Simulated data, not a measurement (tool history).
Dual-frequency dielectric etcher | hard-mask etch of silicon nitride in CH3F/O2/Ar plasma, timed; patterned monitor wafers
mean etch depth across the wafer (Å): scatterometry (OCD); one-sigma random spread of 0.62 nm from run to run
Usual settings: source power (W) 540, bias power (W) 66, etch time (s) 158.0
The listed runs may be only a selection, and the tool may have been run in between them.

| run | hour | source power (W) | bias power (W) | etch time (s) | wafers since the last listed run | hours since the last wet clean | hours since the last source power generator calibration | hours since the last bias power generator calibration | hours since the last upper electrode change | hours since the gauge calibration | read-back reference wafer on the same gauge, depth_nm | mean etch depth across the wafer (Å) |
|---|---|---|---|---|---|---|---|---|---|---|---|---|
| 1 | 0.0 | 510 | 66 | 158.0 | 0 | 148.5 | 1795.8 | 2098.3 | 4311.4 | 354.1 | 100.0 | 1172 |
| 2 | 19.8 | 470 | 71 | 158.0 | 220 | 168.3 | 1815.6 | 2118.1 | 4331.2 | 373.9 | 100.0 | 1162 |
| 3 | 51.9 | 470 | 71 | 158.0 | 357 | 200.4 | 1847.7 | 2150.2 | 4363.3 | 406.0 | 100.2 | 1170 |
| 4 | 72.2 | 470 | 71 | 158.0 | 225 | 220.7 | 1868.0 | 2170.5 | 4383.6 | 426.3 | 99.9 | 1169 |
| 5 | 100.7 | 490 | 63 | 158.0 | 317 | 249.2 | 1896.5 | 2199.0 | 4412.1 | 454.8 | 100.0 | 1142 |
| 6 | 127.7 | 490 | 63 | 158.0 | 300 | 276.2 | 1923.5 | 2226.0 | 4439.1 | 481.8 | 100.1 | 1148 |
| 7 | 156.3 | 490 | 63 | 158.0 | 318 | 304.8 | 1952.1 | 2254.6 | 4467.7 | 510.4 | 100.1 | 1150 |
| 8 | 170.5 | 540 | 74 | 158.0 | 157 | 319.0 | 1966.3 | 2268.8 | 4481.9 | 524.6 | 99.9 | 1217 |
| 9 | 230.8 | 540 | 75 | 158.0 | 670 | 379.3 | 2026.6 | 2329.1 | 4542.2 | 584.9 | 100.1 | 1232 |
| 10 | 259.8 | 470 | 71 | 158.0 | 322 | 408.3 | 2055.6 | 2358.1 | 4571.2 | 613.9 | 100.0 | 1186 |
|  | 293.1 | bias power generator calibrated |
|  | 295.4 | wet clean of the chamber |
| 11 | 295.9 | 540 | 66 | 129.0 | 331 | 0.5 | 2091.7 | 2.8 | 4607.3 | 650.0 | 100.1 | 950 |
| 12 | 316.2 | 610 | 66 | 201.0 | 225 | 20.8 | 2112.0 | 23.1 | 4627.6 | 670.3 | 100.0 | 1515 |
| 13 | 342.0 | 640 | 73 | 144.0 | 286 | 46.6 | 2137.8 | 48.9 | 4653.4 | 696.1 | 100.0 | 1133 |
| 14 | 363.0 | 540 | 66 | 158.0 | 233 | 67.6 | 2158.8 | 69.9 | 4674.4 | 717.1 | 100.0 | 1178 |
| 15 | 386.1 | 540 | 56 | 205.5 | 256 | 90.7 | 2181.9 | 93.0 | 4697.5 | 740.2 | 99.9 | 1475 |
| 16 | 403.3 | 540 | 66 | 137.5 | 191 | 107.9 | 2199.1 | 110.2 | 4714.7 | 757.4 | 100.0 | 1028 |

What does the tool deliver on the next run?
| 17 | 427.4 | 540 | 66 | 158.0 | 268 | 132.0 | 2223.2 | 134.3 | 4738.8 | 781.5 | ? | ? |

{"run 17": {"read-back reference wafer on the same gauge, depth_nm": 100.2, "mean etch depth across the wafer (Å)": 1178}}
If the tool had no hidden condition, the same run with the same run-to-run variation would have returned mean etch depth across the wafer (Å) 1162.
